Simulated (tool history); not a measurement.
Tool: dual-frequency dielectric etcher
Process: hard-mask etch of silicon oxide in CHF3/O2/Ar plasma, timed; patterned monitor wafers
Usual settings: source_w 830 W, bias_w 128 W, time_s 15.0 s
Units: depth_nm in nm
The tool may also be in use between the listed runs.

| run | day | source_w | bias_w | time_s | wafers since the last listed run | hours since the last wet clean | hours since the last source power generator calibration | hours since the last bias power generator calibration | hours since the last upper electrode change | hours since the gauge calibration | read-back reference wafer on the same gauge, depth_nm | depth_nm |
|---|---|---|---|---|---|---|---|---|---|---|---|---|
| 1 | 0.000 | 830 | 105 | 17.5 | 0 | 247.2 | 2829.3 | 503.2 | 4526.2 | 2054.4 | 34.97 | 35.49 |
| 2 | 1.888 | 830 | 105 | 17.5 | 1069 | 292.5 | 2874.6 | 548.5 | 4571.5 | 2099.7 | 35.00 | 35.58 |
| 3 | 5.621 | 830 | 105 | 17.5 | 2115 | 382.1 | 2964.2 | 638.1 | 4661.1 | 2189.3 | 35.00 | 35.55 |
| 4 | 8.088 | 830 | 128 | 15.0 | 1397 | 441.3 | 3023.4 | 697.3 | 4720.3 | 2248.5 | 35.02 | 31.79 |
| 5 | 10.158 | 830 | 128 | 15.0 | 1173 | 491.0 | 3073.1 | 747.0 | 4770.0 | 2298.2 | 35.04 | 31.70 |
|  | 14.083 | source power generator calibrated |
| 6 | 14.408 | 830 | 128 | 15.0 | 2313 | 593.0 | 7.8 | 849.0 | 4872.0 | 2400.2 | 35.08 | 31.77 |
|  | 17.371 | wet clean of the chamber |
| 7 | 17.392 | 830 | 128 | 15.0 | 1123 | 0.5 | 79.4 | 920.6 | 4943.6 | 2471.8 | 35.05 | 31.76 |
| 8 | 20.071 | 830 | 128 | 15.0 | 1517 | 64.8 | 143.7 | 984.9 | 5007.9 | 2536.1 | 35.04 | 31.74 |
| 9 | 23.000 | 930 | 155 | 11.5 | 1659 | 135.1 | 214.0 | 1055.2 | 5078.2 | 2606.4 | 35.07 | 27.03 |
| 10 | 24.804 | 1000 | 150 | 10.5 | 1022 | 178.4 | 257.3 | 1098.5 | 5121.5 | 2649.7 | 35.12 | 25.51 |
| 11 | 30.654 | 960 | 115 | 10.5 | 3314 | 318.8 | 397.7 | 1238.9 | 5261.9 | 2790.1 | 35.11 | 23.36 |
| 12 | 34.512 | 750 | 128 | 10.5 | 2185 | 411.4 | 490.3 | 1331.5 | 5354.5 | 2882.7 | 35.22 | 21.05 |
| 13 | 36.983 | 890 | 141 | 17.5 | 1399 | 470.7 | 549.6 | 1390.8 | 5413.8 | 2942.0 | 35.25 | 39.38 |
| 14 | 39.958 | 830 | 128 | 15.0 | 1685 | 542.1 | 621.0 | 1462.2 | 5485.2 | 3013.4 | 35.23 | 31.91 |
| 15 | 43.708 | 920 | 128 | 15.0 | 2124 | 632.1 | 711.0 | 1552.2 | 5575.2 | 3103.4 | 35.27 | 33.69 |
|  | 47.083 | wet clean of the chamber |
|  | 47.354 | bias power generator calibrated |
|  | 47.483 | gauge calibrated |
| 16 | 48.054 | 830 | 128 | 15.0 | 1801 | 23.3 | 815.3 | 16.8 | 5679.5 | 13.7 | 34.50 | 31.37 |
| 17 | 51.717 | 830 | 128 | 15.0 | 2074 | 111.2 | 903.2 | 104.7 | 5767.4 | 101.6 | 34.53 | 31.20 |
| 18 | 60.475 | 770 | 128 | 15.0 | 4961 | 321.4 | 1113.4 | 314.9 | 5977.6 | 311.8 | 34.55 | 30.33 |
| 19 | 64.804 | 710 | 128 | 15.0 | 2452 | 425.3 | 1217.3 | 418.8 | 6081.5 | 415.7 | 34.59 | 28.82 |
|  | 73.696 | wet clean of the chamber |
| 20 | 73.717 | 920 | 128 | 15.0 | 4482 | 0.5 | 1431.2 | 632.7 | 6295.4 | 629.6 | 34.60 | 33.09 |
|  | 75.846 | upper electrode replaced |
| 21 | 75.867 | 960 | 128 | 15.0 | 651 | 52.1 | 1482.8 | 684.3 | 0.5 | 681.2 | 34.61 | 33.92 |
| 22 | 78.758 | 830 | 128 | 15.0 | 1638 | 121.5 | 1552.2 | 753.7 | 69.9 | 750.6 | 34.66 | 31.55 |
| 23 | 81.521 | 830 | 128 | 15.0 | 1565 | 187.8 | 1618.5 | 820.0 | 136.2 | 816.9 | 34.66 | 31.40 |
| 24 | 85.300 | 910 | 119 | 15.0 | 2141 | 278.5 | 1709.2 | 910.7 | 226.9 | 907.6 | 34.68 | 32.38 |
| 25 | 94.683 | 830 | 128 | 15.0 | 5316 | 503.7 | 1934.4 | 1135.9 | 452.1 | 1132.8 | 34.82 | 31.42 |
| 26 | 97.425 | 650 | 128 | 15.0 | 1553 | 569.5 | 2000.2 | 1201.7 | 517.9 | 1198.6 | 34.74 | 27.62 |
| 27 | 101.100 | 1040 | 139 | 19.5 | 2082 | 657.7 | 2088.4 | 1289.9 | 606.1 | 1286.8 | 34.75 | 46.97 |
|  | 102.204 | wet clean of the chamber |
| 28 | 103.408 | 880 | 128 | 18.0 | 741 | 28.9 | 2143.8 | 1345.3 | 661.5 | 1342.2 | 34.79 | 39.04 |

5 ways to go on from here, each from the tool as it stands after run 28. What would each give?
| A | 103.425 | 830 | 128 | 15.0 | 9 | 29.3 | 2144.2 | 1345.7 | 661.9 | 1342.6 | ? | ? |
| B | 103.425 | 750 | 109 | 16.5 | 9 | 29.3 | 2144.2 | 1345.7 | 661.9 | 1342.6 | ? | ? |
| C | 103.425 | 730 | 146 | 16.5 | 9 | 29.3 | 2144.2 | 1345.7 | 661.9 | 1342.6 | ? | ? |
| D | 103.425 | 830 | 118 | 15.0 | 9 | 29.3 | 2144.2 | 1345.7 | 661.9 | 1342.6 | ? | ? |
| E | 103.425 | 670 | 104 | 16.0 | 9 | 29.3 | 2144.2 | 1345.7 | 661.9 | 1342.6 | ? | ? |

| run | read-back reference wafer on the same gauge, depth_nm | depth_nm |
|---|---|---|
| A | 34.82 | 31.46 |
| B | 34.82 | 31.70 |
| C | 34.82 | 33.37 |
| D | 34.82 | 30.91 |
| E | 34.82 | 28.63 |
Without the tool's hidden state the same runs would have given:
| run | depth_nm |
|---|---|
| A | 31.19 |
| B | 31.43 |
| C | 33.08 |
| D | 30.64 |
| E | 28.38 |

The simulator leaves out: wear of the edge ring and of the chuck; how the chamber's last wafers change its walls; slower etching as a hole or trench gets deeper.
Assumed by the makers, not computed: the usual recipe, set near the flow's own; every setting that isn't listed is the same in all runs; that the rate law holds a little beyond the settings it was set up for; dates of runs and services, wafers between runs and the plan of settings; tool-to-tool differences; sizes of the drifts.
